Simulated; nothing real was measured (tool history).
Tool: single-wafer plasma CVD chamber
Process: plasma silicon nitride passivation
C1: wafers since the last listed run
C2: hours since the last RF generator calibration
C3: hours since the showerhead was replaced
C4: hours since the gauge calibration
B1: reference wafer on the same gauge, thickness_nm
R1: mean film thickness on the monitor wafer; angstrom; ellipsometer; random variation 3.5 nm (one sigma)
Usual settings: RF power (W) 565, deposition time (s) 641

{"run": 1, "hour": 0.0, "RF power (W)": 565, "deposition time (s)": 598, "C1": 0, "C2": 155.5, "C3": 7010.5, "C4": 100.7, "B1": 762.826, "R1": 8839.09}
{"run": 2, "hour": 104.3, "RF power (W)": 565, "deposition time (s)": 641, "C1": 337, "C2": 259.8, "C3": 7114.8, "C4": 205, "B1": 762.989, "R1": 9467.08}
{"run": 3, "hour": 161.2, "RF power (W)": 565, "deposition time (s)": 641, "C1": 183, "C2": 316.7, "C3": 7171.7, "C4": 261.9, "B1": 762.493, "R1": 9451.29}
{"run": 4, "hour": 236.4, "RF power (W)": 565, "deposition time (s)": 641, "C1": 243, "C2": 391.9, "C3": 7246.9, "C4": 337.1, "B1": 762.903, "R1": 9378.53}
{"run": 5, "hour": 297.7, "RF power (W)": 565, "deposition time (s)": 641, "C1": 198, "C2": 453.2, "C3": 7308.2, "C4": 398.4, "B1": 763.655, "R1": 9301.1}
{"run": 6, "hour": 350.5, "RF power (W)": 565, "deposition time (s)": 641, "C1": 170, "C2": 506, "C3": 7361, "C4": 451.2, "B1": 762.466, "R1": 9369.49}
{"run": 7, "hour": 412.0, "RF power (W)": 565, "deposition time (s)": 641, "C1": 198, "C2": 567.5, "C3": 7422.5, "C4": 512.7, "B1": 763.012, "R1": 9288.98}
{"run": 8, "hour": 501.6, "RF power (W)": 565, "deposition time (s)": 641, "C1": 289, "C2": 657.1, "C3": 7512.1, "C4": 602.3, "B1": 763.088, "R1": 9212.56}
{"run": 9, "hour": 575.9, "RF power (W)": 565, "deposition time (s)": 641, "C1": 240, "C2": 731.4, "C3": 7586.4, "C4": 676.6, "B1": 763.147, "R1": 9133.06}
{"hour": 607.9, "done": "showerhead replaced, of another model than before"}
{"run": 10, "hour": 639.5, "RF power (W)": 565, "deposition time (s)": 641, "C1": 179, "C2": 795, "C3": 31.6, "C4": 740.2, "B1": 762.062, "R1": 8742.79}
{"run": 11, "hour": 692.2, "RF power (W)": 485, "deposition time (s)": 543, "C1": 170, "C2": 847.7, "C3": 84.3, "C4": 792.9, "B1": 762.906, "R1": 6207.98}
{"hour": 772.6, "done": "RF generator calibrated"}
{"run": 12, "hour": 787.6, "RF power (W)": 605, "deposition time (s)": 723, "C1": 282, "C2": 15, "C3": 179.7, "C4": 888.3, "B1": 762.373, "R1": 11286.72}
{"run": 13, "hour": 852.8, "RF power (W)": 495, "deposition time (s)": 536, "C1": 210, "C2": 80.2, "C3": 244.9, "C4": 953.5, "B1": 763.08, "R1": 6800.7}
{"run": 14, "hour": 897.7, "RF power (W)": 625, "deposition time (s)": 526, "C1": 145, "C2": 125.1, "C3": 289.8, "C4": 998.4, "B1": 762.644, "R1": 8358.7}
{"run": 15, "hour": 965.6, "RF power (W)": 465, "deposition time (s)": 641, "C1": 219, "C2": 193, "C3": 357.7, "C4": 1066.3, "B1": 763.02, "R1": 7475.19}
{"hour": 983.0, "done": "gauge calibrated"}
{"run": 16, "hour": 1063.9, "RF power (W)": 650, "deposition time (s)": 768, "C1": 317, "C2": 291.3, "C3": 456, "C4": 80.9, "B1": 762.929, "R1": 12595.71}
{"run": 17, "hour": 1119.0, "RF power (W)": 605, "deposition time (s)": 521, "C1": 178, "C2": 346.4, "C3": 511.1, "C4": 136, "B1": 763.049, "R1": 7995.89}
{"run": 18, "hour": 1205.9, "RF power (W)": 565, "deposition time (s)": 641, "C1": 280, "C2": 433.3, "C3": 598, "C4": 222.9, "B1": 763.103, "R1": 9235.37}
{"run": 19, "hour": 1288.5, "RF power (W)": 535, "deposition time (s)": 641, "C1": 267, "C2": 515.9, "C3": 680.6, "C4": 305.5, "B1": 763.009, "R1": 8708.05}
{"run": 20, "hour": 1328.6, "RF power (W)": 565, "deposition time (s)": 641, "C1": 129, "C2": 556, "C3": 720.7, "C4": 345.6, "B1": 763.018, "R1": 9091.42}

Forecast each of these 3 alternatives for the next run:
{"run": "A", "hour": 1329.2, "RF power (W)": 565, "deposition time (s)": 641, "C1": 1, "C2": 556.6, "C3": 721.3, "C4": 346.2, "B1": "?", "R1": "?"}
{"run": "B", "hour": 1329.2, "RF power (W)": 670, "deposition time (s)": 719, "C1": 1, "C2": 556.6, "C3": 721.3, "C4": 346.2, "B1": "?", "R1": "?"}
{"run": "C", "hour": 1329.2, "RF power (W)": 625, "deposition time (s)": 763, "C1": 1, "C2": 556.6, "C3": 721.3, "C4": 346.2, "B1": "?", "R1": "?"}

run=A B1=762.517 R1=9120.71
run=B B1=762.517 R1=11694.29
run=C B1=762.517 R1=11802.11
Without the tool's hidden state the same runs would have given:
run=A R1=9508.16
run=B R1=12191.06
run=C R1=12303.47
